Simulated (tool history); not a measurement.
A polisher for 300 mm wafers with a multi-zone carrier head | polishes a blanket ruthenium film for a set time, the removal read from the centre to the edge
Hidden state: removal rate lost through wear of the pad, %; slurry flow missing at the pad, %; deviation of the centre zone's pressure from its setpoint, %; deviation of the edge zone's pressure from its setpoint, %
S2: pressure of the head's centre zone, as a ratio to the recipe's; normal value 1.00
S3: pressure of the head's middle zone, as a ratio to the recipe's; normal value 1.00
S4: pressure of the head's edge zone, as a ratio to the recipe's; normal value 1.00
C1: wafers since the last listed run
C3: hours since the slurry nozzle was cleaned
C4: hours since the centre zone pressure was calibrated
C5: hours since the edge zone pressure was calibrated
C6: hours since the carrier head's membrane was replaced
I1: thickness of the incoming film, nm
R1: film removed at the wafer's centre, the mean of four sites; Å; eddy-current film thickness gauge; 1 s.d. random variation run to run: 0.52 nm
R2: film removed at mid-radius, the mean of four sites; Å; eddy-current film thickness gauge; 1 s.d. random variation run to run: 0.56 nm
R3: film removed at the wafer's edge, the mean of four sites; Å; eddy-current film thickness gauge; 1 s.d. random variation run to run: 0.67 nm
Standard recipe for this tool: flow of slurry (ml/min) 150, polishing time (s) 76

{"run": 1, "hour": 0.0, "flow of slurry (ml/min)": 150, "S2": 1.0, "S3": 1.0, "S4": 1.0, "polishing time (s)": 76, "C1": 0, "wafers polished on this pad": 81, "C3": 7.7, "C4": 1141.8, "C5": 751.0, "C6": 13.6, "I1": 253.4, "R1": 788, "R2": 801, "R3": 807}
{"run": 2, "hour": 17.8, "flow of slurry (ml/min)": 150, "S2": 1.0, "S3": 1.0, "S4": 1.0, "polishing time (s)": 76, "C1": 120, "wafers polished on this pad": 202, "C3": 25.5, "C4": 1159.6, "C5": 768.8, "C6": 31.4, "I1": 253.6, "R1": 789, "R2": 792, "R3": 811}
{"run": 3, "hour": 24.7, "flow of slurry (ml/min)": 150, "S2": 1.0, "S3": 1.0, "S4": 1.0, "polishing time (s)": 76, "C1": 46, "wafers polished on this pad": 248, "C3": 32.4, "C4": 1166.5, "C5": 775.7, "C6": 38.3, "I1": 247.7, "R1": 785, "R2": 798, "R3": 818}
{"run": 4, "hour": 37.5, "flow of slurry (ml/min)": 150, "S2": 1.0, "S3": 1.0, "S4": 1.04, "polishing time (s)": 93, "C1": 86, "wafers polished on this pad": 335, "C3": 45.2, "C4": 1179.3, "C5": 788.5, "C6": 51.1, "I1": 248.9, "R1": 943, "R2": 979, "R3": 1013}
{"hour": 46.1, "done": "edge zone pressure recalibrated"}
{"run": 5, "hour": 46.4, "flow of slurry (ml/min)": 150, "S2": 1.0, "S3": 1.0, "S4": 1.0, "polishing time (s)": 76, "C1": 46, "wafers polished on this pad": 381, "C3": 54.1, "C4": 1188.2, "C5": 0.3, "C6": 60.0, "I1": 251.8, "R1": 779, "R2": 790, "R3": 810}
{"run": 6, "hour": 73.1, "flow of slurry (ml/min)": 150, "S2": 1.0, "S3": 1.0, "S4": 1.0, "polishing time (s)": 76, "C1": 180, "wafers polished on this pad": 562, "C3": 80.8, "C4": 1214.9, "C5": 27.0, "C6": 86.7, "I1": 248.9, "R1": 781, "R2": 784, "R3": 805}
{"run": 7, "hour": 88.1, "flow of slurry (ml/min)": 150, "S2": 1.09, "S3": 0.89, "S4": 0.92, "polishing time (s)": 99, "C1": 101, "wafers polished on this pad": 663, "C3": 95.8, "C4": 1229.9, "C5": 42.0, "C6": 101.7, "I1": 247.2, "R1": 1100, "R2": 915, "R3": 1011}
{"run": 8, "hour": 97.0, "flow of slurry (ml/min)": 130, "S2": 1.05, "S3": 1.0, "S4": 1.0, "polishing time (s)": 98, "C1": 60, "wafers polished on this pad": 723, "C3": 104.7, "C4": 1238.8, "C5": 50.9, "C6": 110.6, "I1": 249.0, "R1": 1007, "R2": 970, "R3": 1013}
{"run": 9, "hour": 103.0, "flow of slurry (ml/min)": 150, "S2": 1.0, "S3": 1.05, "S4": 1.0, "polishing time (s)": 52, "C1": 40, "wafers polished on this pad": 764, "C3": 110.7, "C4": 1244.8, "C5": 56.9, "C6": 116.6, "I1": 246.9, "R1": 531, "R2": 551, "R3": 547}
{"run": 10, "hour": 113.1, "flow of slurry (ml/min)": 195, "S2": 1.0, "S3": 1.0, "S4": 1.0, "polishing time (s)": 76, "C1": 68, "wafers polished on this pad": 832, "C3": 120.8, "C4": 1254.9, "C5": 67.0, "C6": 126.7, "I1": 245.3, "R1": 819, "R2": 827, "R3": 835}
{"run": 11, "hour": 120.6, "flow of slurry (ml/min)": 150, "S2": 1.1, "S3": 1.0, "S4": 1.0, "polishing time (s)": 90, "C1": 50, "wafers polished on this pad": 883, "C3": 128.3, "C4": 1262.4, "C5": 74.5, "C6": 134.2, "I1": 254.4, "R1": 993, "R2": 927, "R3": 944}
{"hour": 146.7, "done": "worn pad replaced by a new one"}
{"hour": 171.9, "done": "centre zone pressure recalibrated"}
{"run": 12, "hour": 173.8, "flow of slurry (ml/min)": 150, "S2": 1.0, "S3": 1.0, "S4": 1.0, "polishing time (s)": 76, "C1": 319, "wafers polished on this pad": 169, "C3": 181.5, "C4": 1.9, "C5": 127.7, "C6": 187.4, "I1": 252.0, "R1": 757, "R2": 772, "R3": 796}
{"run": 13, "hour": 189.9, "flow of slurry (ml/min)": 125, "S2": 0.95, "S3": 1.0, "S4": 1.0, "polishing time (s)": 49, "C1": 108, "wafers polished on this pad": 278, "C3": 197.6, "C4": 18.0, "C5": 143.8, "C6": 203.5, "I1": 253.1, "R1": 436, "R2": 470, "R3": 496}
{"run": 14, "hour": 204.1, "flow of slurry (ml/min)": 150, "S2": 0.89, "S3": 1.0, "S4": 1.0, "polishing time (s)": 76, "C1": 95, "wafers polished on this pad": 374, "C3": 211.8, "C4": 32.2, "C5": 158.0, "C6": 217.7, "I1": 248.9, "R1": 676, "R2": 771, "R3": 787}
{"run": 15, "hour": 219.0, "flow of slurry (ml/min)": 150, "S2": 1.1, "S3": 1.0, "S4": 0.9, "polishing time (s)": 97, "C1": 100, "wafers polished on this pad": 475, "C3": 226.7, "C4": 47.1, "C5": 172.9, "C6": 232.6, "I1": 249.9, "R1": 1052, "R2": 984, "R3": 968}
{"run": 16, "hour": 232.0, "flow of slurry (ml/min)": 150, "S2": 1.0, "S3": 1.11, "S4": 1.0, "polishing time (s)": 76, "C1": 87, "wafers polished on this pad": 563, "C3": 239.7, "C4": 60.1, "C5": 185.9, "C6": 245.6, "I1": 250.9, "R1": 750, "R2": 843, "R3": 778}
{"run": 17, "hour": 243.2, "flow of slurry (ml/min)": 150, "S2": 1.0, "S3": 1.0, "S4": 1.0, "polishing time (s)": 76, "C1": 75, "wafers polished on this pad": 638, "C3": 250.9, "C4": 71.3, "C5": 197.1, "C6": 256.8, "I1": 246.7, "R1": 747, "R2": 765, "R3": 781}
{"run": 18, "hour": 253.0, "flow of slurry (ml/min)": 150, "S2": 0.91, "S3": 1.0, "S4": 1.0, "polishing time (s)": 76, "C1": 66, "wafers polished on this pad": 705, "C3": 260.7, "C4": 81.1, "C5": 206.9, "C6": 266.6, "I1": 251.0, "R1": 676, "R2": 767, "R3": 784}
{"run": 19, "hour": 268.5, "flow of slurry (ml/min)": 135, "S2": 1.07, "S3": 1.0, "S4": 1.0, "polishing time (s)": 76, "C1": 104, "wafers polished on this pad": 809, "C3": 276.2, "C4": 96.6, "C5": 222.4, "C6": 282.1, "I1": 253.7, "R1": 769, "R2": 753, "R3": 774}
{"hour": 285.2, "done": "worn pad replaced by a new one"}
{"run": 20, "hour": 285.7, "flow of slurry (ml/min)": 170, "S2": 1.0, "S3": 1.0, "S4": 1.06, "polishing time (s)": 76, "C1": 89, "wafers polished on this pad": 3, "C3": 293.4, "C4": 113.8, "C5": 239.6, "C6": 299.3, "I1": 247.8, "R1": 773, "R2": 784, "R3": 814}
{"run": 21, "hour": 300.4, "flow of slurry (ml/min)": 150, "S2": 1.0, "S3": 1.0, "S4": 0.95, "polishing time (s)": 76, "C1": 99, "wafers polished on this pad": 102, "C3": 308.1, "C4": 128.5, "C5": 254.3, "C6": 314.0, "I1": 250.5, "R1": 739, "R2": 756, "R3": 772}

Measured minus without-hidden-state, run by run (identical run-to-run variation in each term; gauge scatter may differ):
run=1 R1=-6 R2=-6 R3=-4
run=2 R1=-11 R2=-10 R3=-7
run=3 R1=-13 R2=-11 R3=-8
run=4 R1=-19 R2=-18 R3=-13
run=5 R1=-18 R2=-16 R3=-12
run=6 R1=-24 R2=-21 R3=-15
run=7 R1=-37 R2=-28 R3=-22
run=8 R1=-44 R2=-37 R3=-26
run=9 R1=-20 R2=-19 R3=-13
run=10 R1=-25 R2=-23 R3=-17
run=11 R1=-43 R2=-35 R3=-25
run=12 R1=-41 R2=-37 R3=-27
run=13 R1=-30 R2=-29 R3=-21
run=14 R1=-40 R2=-40 R3=-29
run=15 R1=-66 R2=-54 R3=-37
run=16 R1=-49 R2=-47 R3=-31
run=17 R1=-49 R2=-45 R3=-32
run=18 R1=-46 R2=-45 R3=-32
run=19 R1=-61 R2=-51 R3=-36
run=20 R1=-48 R2=-44 R3=-32
run=21 R1=-55 R2=-49 R3=-35
